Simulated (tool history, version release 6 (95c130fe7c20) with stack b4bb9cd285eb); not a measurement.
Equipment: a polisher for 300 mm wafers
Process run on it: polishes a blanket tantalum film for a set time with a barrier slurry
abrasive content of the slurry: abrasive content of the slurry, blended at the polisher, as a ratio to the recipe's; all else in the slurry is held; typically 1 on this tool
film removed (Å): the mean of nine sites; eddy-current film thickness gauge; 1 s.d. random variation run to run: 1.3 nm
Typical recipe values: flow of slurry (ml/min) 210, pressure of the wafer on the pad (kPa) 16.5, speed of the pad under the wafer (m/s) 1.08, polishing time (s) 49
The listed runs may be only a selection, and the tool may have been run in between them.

run	hour	flow of slurry (ml/min)	pressure of the wafer on the pad (kPa)	speed of the pad under the wafer (m/s)	abrasive content of the slurry	polishing time (s)	wafers since the last listed run	wafers polished on this pad	hours since the slurry nozzle was cleaned	hours since the head pressure was calibrated	hours since the slurry blender was calibrated	incoming thickness of the incoming film, nm	film removed (Å)
1	0	210	16.5	1.08	0.8	49	0	51	34.4	250	217	301	1075
2	18.6	210	16.5	1.08	0.8	49	275	326	53	268.6	235.6	300.5	1058
# hour 20.8: head pressure recalibrated
3	31.7	245	16.5	1.08	1	49	164	491	66.1	10.9	248.7	302.6	1168
4	44.4	210	12.4	1.08	1	49	188	679	78.8	23.6	261.4	305.5	871
5	77.3	210	16.5	1.08	1	49	487	1167	111.7	56.5	294.3	300.7	1141
# hour 88.3: slurry blender recalibrated
# hour 114.3: worn pad replaced by a new one
6	114.8	210	16.5	1.08	1	49	466	6	149.2	94	26.5	295.2	1155
7	130.1	210	16.5	1.08	1	49	226	233	164.5	109.3	41.8	295.8	1155
8	165.7	210	16.5	1.08	1	49	527	761	200.1	144.9	77.4	300.7	1143
9	195.2	210	16.5	1.22	1.2	49	437	1198	229.6	174.4	106.9	298.6	1354
# hour 197.6: slurry nozzle cleaned
10	213.6	210	16.5	1.22	1.2	49	257	1456	16	192.8	125.3	303.5	1380
# hour 231.2: worn pad replaced by a new one
11	235.7	210	16.5	0.82	1.2	49	268	66	38.1	214.9	147.4	298.9	919
12	254.4	210	16.5	0.82	1.2	49	277	343	56.8	233.6	166.1	296.7	918
13	289.7	210	17.9	1.08	1	49	523	866	92.1	268.9	201.4	297.2	1237
14	325	210	16.5	1.08	1.1	49	523	1389	127.4	304.2	236.7	296.5	1208
# hour 328.9: head pressure recalibrated
# hour 337.7: worn pad replaced by a new one
# hour 359.4: slurry blender recalibrated
15	359.9	210	16.5	1.08	1	49	398	299	162.3	31	0.5	297	1156
16	375.3	175	16.5	1.08	0.8	49	228	527	177.7	46.4	15.9	303.3	1063
# hour 391.9: slurry nozzle cleaned
17	395.6	210	16.5	1.08	1	49	286	813	3.7	66.7	36.2	305.7	1159
18	418.9	180	16.5	1.08	1	49	345	1158	27	90	59.5	300.2	1131
# hour 442.6: worn pad replaced by a new one
19	450.5	190	16.5	0.8	1	62	409	117	58.6	121.6	91.1	304.8	1064
20	482.9	280	14.5	1.36	1.25	49	480	597	91	154	123.5	300.7	1371
21	505.1	210	16.5	1.08	1.2	49	329	926	113.2	176.2	145.7	297.7	1214
22	533.2	210	16.5	0.82	1.2	49	416	1343	141.3	204.3	173.8	299.8	913
# hour 548.2: worn pad replaced by a new one
23	550.8	210	16.5	0.7	1.15	49	201	38	158.9	221.9	191.4	298.3	792
24	583.5	210	16.5	1.08	1	40	484	522	191.6	254.6	224.1	304.7	933

What if the next run were any one of these 3? Each begins from the tool's condition after run 24:
A	583.9	165	16.5	1.08	1	49	5	528	192	255	224.5	297.9	?
B	583.9	210	15.2	0.78	0.8	42	5	528	192	255	224.5	297.9	?
C	583.9	265	16.5	1.08	1	49	5	528	192	255	224.5	297.9	?

run	film removed (Å)
A	1123
B	609
C	1171
Take away the tool's hidden state, keep each run's random variation, and the runs would have read:
run	film removed (Å)
A	1123
B	609
C	1171
